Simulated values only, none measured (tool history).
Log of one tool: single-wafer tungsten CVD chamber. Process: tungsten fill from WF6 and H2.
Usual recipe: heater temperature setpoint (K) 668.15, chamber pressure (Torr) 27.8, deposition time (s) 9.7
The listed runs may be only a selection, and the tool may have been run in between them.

run    hour  heater temperature setpoint (K)  chamber pressure (Torr)  deposition time (s)  wafers since the last listed run  hours since the last thermocouple change  hours since the last manometer calibration  hours since the showerhead was replaced  hours since the gauge calibration  read-back reference wafer on the same gauge, thickness_nm  mean film thickness on the monitor wafer (angstrom)
  1       0                           668.15                     27.8                  9.7                                 0                                      2000                                       301.3                                   2268.9                             1005.3                                                     31.709                                               285.73
  2    38.9                           668.15                     27.8                  9.7                              1030                                    2038.9                                       340.2                                   2307.8                             1044.2                                                     31.714                                               285.21
  3    66.6                           668.15                     27.8                  9.7                               733                                    2066.6                                       367.9                                   2335.5                             1071.9                                                     31.707                                               287.16
  4   111.2                           668.15                     27.8                  9.7                              1181                                    2111.2                                       412.5                                   2380.1                             1116.5                                                     31.715                                               285.72
  5   142.8                           668.15                     27.8                  9.7                               836                                    2142.8                                       444.1                                   2411.7                             1148.1                                                     31.677                                               286.01
  6   213.4                           668.15                     27.8                  9.7                              1869                                    2213.4                                       514.7                                   2482.3                             1218.7                                                     31.692                                               285.68
  7   258.7                           668.15                     27.8                  9.7                              1199                                    2258.7                                         560                                   2527.6                               1264                                                     31.703                                               285.48
  8   312.8                           668.15                     27.8                  9.7                              1432                                    2312.8                                       614.1                                   2581.7                             1318.1                                                       31.7                                               286.46
  9   369.5                           668.15                     27.8                  9.7                              1501                                    2369.5                                       670.8                                   2638.4                             1374.8                                                     31.704                                               285.06
 10   399.9                           668.15                     27.8                  9.7                               805                                    2399.9                                       701.2                                   2668.8                             1405.2                                                     31.733                                               286.07
 11   462.3                           673.15                     27.8                  9.7                              1652                                    2462.3                                       763.6                                   2731.2                             1467.6                                                     31.679                                               310.32
 12   575.2                           668.15                     27.8                  9.7                              2989                                    2575.2                                       876.5                                   2844.1                             1580.5                                                     31.659                                               286.61
 13   619.9                           659.15                     27.8                  9.7                              1183                                    2619.9                                       921.2                                   2888.8                             1625.2                                                     31.756                                               245.45
        641  -- thermocouple changed; heater temperature recalibrated
 14     668                           668.15                     27.8                  9.7                              1061                                        27                                       969.3                                   2936.9                             1673.3                                                     31.723                                               285.63
 15     728                           668.15                     27.8                  9.7                              1588                                        87                                      1029.3                                   2996.9                             1733.3                                                     31.694                                               286.31
      764.7  -- gauge calibrated
 16   784.9                           659.15                     21.7                  9.7                              1506                                     143.9                                      1086.2                                   3053.8                               20.2                                                     31.678                                                213.2
 17   828.6                           668.15                     27.8                  9.7                              1157                                     187.6                                      1129.9                                   3097.5                               63.9                                                     31.702                                               287.11
 18   892.8                           668.15                     27.8                  9.7                              1700                                     251.8                                      1194.1                                   3161.7                              128.1                                                      31.66                                               286.92
 19   997.8                           668.15                     30.3                  9.7                              2780                                     356.8                                      1299.1                                   3266.7                              233.1                                                     31.683                                               301.73
 20  1206.1                           673.15                     21.7                10.66                              5516                                     565.1                                      1507.4                                     3475                              441.4                                                     31.725                                               299.59
 21  1269.9                           675.15                       22                 8.58                              1689                                     628.9                                      1571.2                                   3538.8                              505.2                                                     31.713                                               250.52
 22  1307.9                           668.15                     27.8                  9.7                              1006                                     666.9                                      1609.2                                   3576.8                              543.2                                                     31.687                                               289.26
     1328.4  -- showerhead replaced
 23  1355.2                           668.15                     20.9                10.52                              1040                                     714.2                                      1656.5                                     26.8                              590.5                                                     31.697                                               267.98
 24  1425.3                           668.15                     27.8                  9.7                              1856                                     784.3                                      1726.6                                     96.9                              660.6                                                     31.667                                                289.6
 25  1476.4                           668.15                     27.8                  9.7                              1353                                     835.4                                      1777.7                                      148                              711.7                                                      31.66                                               290.32
       1495  -- capacitance manometer re-zeroed and calibrated
 26    1645                           668.15                       23                 7.77                              4253                                      1004                                         150                                    316.6                              880.3                                                     31.697                                               203.82
 27    1692                           678.15                     21.6                 8.26                              1244                                      1051                                         197                                    363.6                              927.3                                                     31.706                                               245.91
 28  1755.5                           676.15                     27.8                  9.7                              1681                                    1114.5                                       260.5                                    427.1                              990.8                                                     31.669                                               322.38
 29  1862.8                           672.15                     27.8                  9.7                              2841                                    1221.8                                       367.8                                    534.4                             1098.1                                                     31.686                                               303.42
 30  1892.1                           668.15                     27.8                  9.7                               775                                    1251.1                                       397.1                                    563.7                             1127.4                                                     31.702                                               283.71

Run 31 is up next; what results do you expect?
 31  1962.2                           676.15                     27.8                11.29                              1856                                    1321.2                                       467.2                                    633.8                             1197.5                                                          ?                                                    ?

{"run 31": {"read-back reference wafer on the same gauge, thickness_nm": 31.665, "mean film thickness on the monitor wafer (angstrom)": 375.15}}
With no hidden state in the tool, this same run would have given mean film thickness on the monitor wafer (angstrom) 375.8.

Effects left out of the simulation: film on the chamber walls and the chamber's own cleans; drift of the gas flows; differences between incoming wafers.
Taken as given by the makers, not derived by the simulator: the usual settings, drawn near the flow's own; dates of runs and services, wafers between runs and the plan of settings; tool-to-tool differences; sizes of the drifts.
